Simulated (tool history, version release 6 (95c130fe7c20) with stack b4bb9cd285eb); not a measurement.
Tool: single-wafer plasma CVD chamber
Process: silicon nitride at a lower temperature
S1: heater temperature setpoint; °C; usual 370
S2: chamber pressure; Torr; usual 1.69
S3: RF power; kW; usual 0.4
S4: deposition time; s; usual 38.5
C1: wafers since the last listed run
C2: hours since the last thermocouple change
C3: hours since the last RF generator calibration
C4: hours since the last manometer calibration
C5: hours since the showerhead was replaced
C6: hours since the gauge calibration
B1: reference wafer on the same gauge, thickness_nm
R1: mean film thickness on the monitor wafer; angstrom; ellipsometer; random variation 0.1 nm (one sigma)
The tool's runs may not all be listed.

Run 1, hour 0: usual settings but S4 35.6 s; C1 0; C2 1667.5; C3 1285.8; C4 757; C5 3474.7; C6 2358.8; B1 50.914. Result: R1 447.5 angstrom.
At hour 67.5: RF generator calibrated.
Run 2, hour 76.3: usual settings; C1 2077; C2 1743.8; C3 8.8; C4 833.3; C5 3551; C6 2435.1; B1 50.916. Result: R1 489.17 angstrom.
Run 3, hour 131.7: usual settings; C1 1685; C2 1799.2; C3 64.2; C4 888.7; C5 3606.4; C6 2490.5; B1 50.908. Result: R1 489.08 angstrom.
Run 4, hour 207: usual settings but S1 361 °C; C1 2290; C2 1874.5; C3 139.5; C4 964; C5 3681.7; C6 2565.8; B1 50.926. Result: R1 488.83 angstrom.
Run 5, hour 352.7: usual settings; C1 4432; C2 2020.2; C3 285.2; C4 1109.7; C5 3827.4; C6 2711.5; B1 50.906. Result: R1 488.23 angstrom.
Run 6, hour 436.3: usual settings; C1 2543; C2 2103.8; C3 368.8; C4 1193.3; C5 3911; C6 2795.1; B1 50.877. Result: R1 488.1 angstrom.
At hour 491.1: thermocouple changed; heater temperature recalibrated.
Run 7, hour 625.6: usual settings; C1 5515; C2 134.5; C3 558.1; C4 1382.6; C5 4100.3; C6 2984.4; B1 50.884. Result: R1 486.23 angstrom.
At hour 783.2: gauge calibrated.
At hour 880.5: capacitance manometer re-zeroed and calibrated.
Run 8, hour 900.1: usual settings but S1 358 °C, S2 1.85 Torr, S3 0.375 kW, S4 40.7 s; C1 8107; C2 409; C3 832.6; C4 19.6; C5 4374.8; C6 116.9; B1 50.911. Result: R1 504.61 angstrom.
Run 9, hour 974.5: usual settings but S2 1.44 Torr, S4 42.7 s; C1 2263; C2 483.4; C3 907; C4 94; C5 4449.2; C6 191.3; B1 50.886. Result: R1 523.23 angstrom.
At hour 1045.8: showerhead replaced.
Run 10, hour 1046.3: usual settings; C1 1941; C2 555.2; C3 978.8; C4 165.8; C5 0.5; C6 263.1; B1 50.89. Result: R1 483.65 angstrom.
Run 11, hour 1109.6: usual settings but S1 364 °C; C1 1925; C2 618.5; C3 1042.1; C4 229.1; C5 63.8; C6 326.4; B1 50.901. Result: R1 483.99 angstrom.
Run 12, hour 1196: usual settings but S1 377 °C, S3 0.45 kW; C1 2628; C2 704.9; C3 1128.5; C4 315.5; C5 150.2; C6 412.8; B1 50.928. Result: R1 502.85 angstrom.
Run 13, hour 1302.7: usual settings but S2 1.31 Torr, S4 46.1 s; C1 3246; C2 811.6; C3 1235.2; C4 422.2; C5 256.9; C6 519.5; B1 50.897. Result: R1 561.89 angstrom.
At hour 1346: RF generator calibrated.
Run 14, hour 1372.7: usual settings but S1 377 °C; C1 1886; C2 881.6; C3 26.7; C4 492.2; C5 326.9; C6 589.5; B1 50.917. Result: R1 483.62 angstrom.
Run 15, hour 1429.5: usual settings but S3 0.44 kW; C1 1728; C2 938.4; C3 83.5; C4 549; C5 383.7; C6 646.3; B1 50.878. Result: R1 506.63 angstrom.
Run 16, hour 1514.8: usual settings; C1 2595; C2 1023.7; C3 168.8; C4 634.3; C5 469; C6 731.6; B1 50.875. Result: R1 487 angstrom.
Run 17, hour 1551.4: usual settings; C1 1113; C2 1060.3; C3 205.4; C4 670.9; C5 505.6; C6 768.2; B1 50.898. Result: R1 486.82 angstrom.
Run 18, hour 1651.1: usual settings but S4 35.3 s; C1 3033; C2 1160; C3 305.1; C4 770.6; C5 605.3; C6 867.9; B1 50.903. Result: R1 445.61 angstrom.
Run 19, hour 1737.9: usual settings; C1 2640; C2 1246.8; C3 391.9; C4 857.4; C5 692.1; C6 954.7; B1 50.916. Result: R1 486.93 angstrom.
Run 20, hour 1797.4: usual settings but S1 383 °C, S2 1.87 Torr, S3 0.425 kW, S4 43.5 s; C1 1810; C2 1306.3; C3 451.4; C4 916.9; C5 751.6; C6 1014.2; B1 50.875. Result: R1 565.92 angstrom.
Run 21, hour 1882.5: usual settings but S3 0.345 kW; C1 2589; C2 1391.4; C3 536.5; C4 1002; C5 836.7; C6 1099.3; B1 50.873. Result: R1 459.51 angstrom.
Run 22, hour 1984: usual settings but S1 383 °C, S2 1.89 Torr, S3 0.43 kW, S4 35.2 s; C1 3088; C2 1492.9; C3 638; C4 1103.5; C5 938.2; C6 1200.8; B1 50.878. Result: R1 462.6 angstrom.
Run 23, hour 2054.6: usual settings; C1 2147; C2 1563.5; C3 708.6; C4 1174.1; C5 1008.8; C6 1271.4; B1 50.907. Result: R1 487.96 angstrom.
Run 24, hour 2109.5: usual settings but S2 1.84 Torr, S3 0.345 kW; C1 1670; C2 1618.4; C3 763.5; C4 1229; C5 1063.7; C6 1326.3; B1 50.869. Result: R1 465.27 angstrom.
Run 25, hour 2208.3: usual settings but S1 383 °C, S4 35.1 s; C1 3005; C2 1717.2; C3 862.3; C4 1327.8; C5 1162.5; C6 1425.1; B1 50.904. Result: R1 443.67 angstrom.
Run 26, hour 2290.4: usual settings; C1 2497; C2 1799.3; C3 944.4; C4 1409.9; C5 1244.6; C6 1507.2; B1 50.879. Result: R1 487.56 angstrom.
At hour 2363.2: capacitance manometer re-zeroed and calibrated.
Run 27, hour 2372.7: usual settings but S1 365 °C, S2 1.57 Torr; C1 2260; C2 1881.6; C3 1026.7; C4 9.5; C5 1326.9; C6 1589.5; B1 50.882. Result: R1 478.08 angstrom.

The same runs without the tool's hidden state, with the same run-to-run variation:
The hidden state here: wafer temperature above the value expected at the setpoint (K); delivered RF power above the setpoint (%); true pressure above the setpoint (%); gauge reads high (%).
run      R1
  1  449.32
  2   486.2
  3   486.4
  4  486.46
  5  486.25
  6  486.23
  7   484.4
  8  508.47
  9  526.75
 10  486.76
 11  486.95
 12  505.68
 13  564.65
 14  482.05
 15  505.27
 16  486.02
 17  485.94
 18     445
 19  486.36
 20  565.28
 21  459.21
 22     462
 23  487.25
 24  464.79
 25  442.79
 26  486.44
 27  482.89
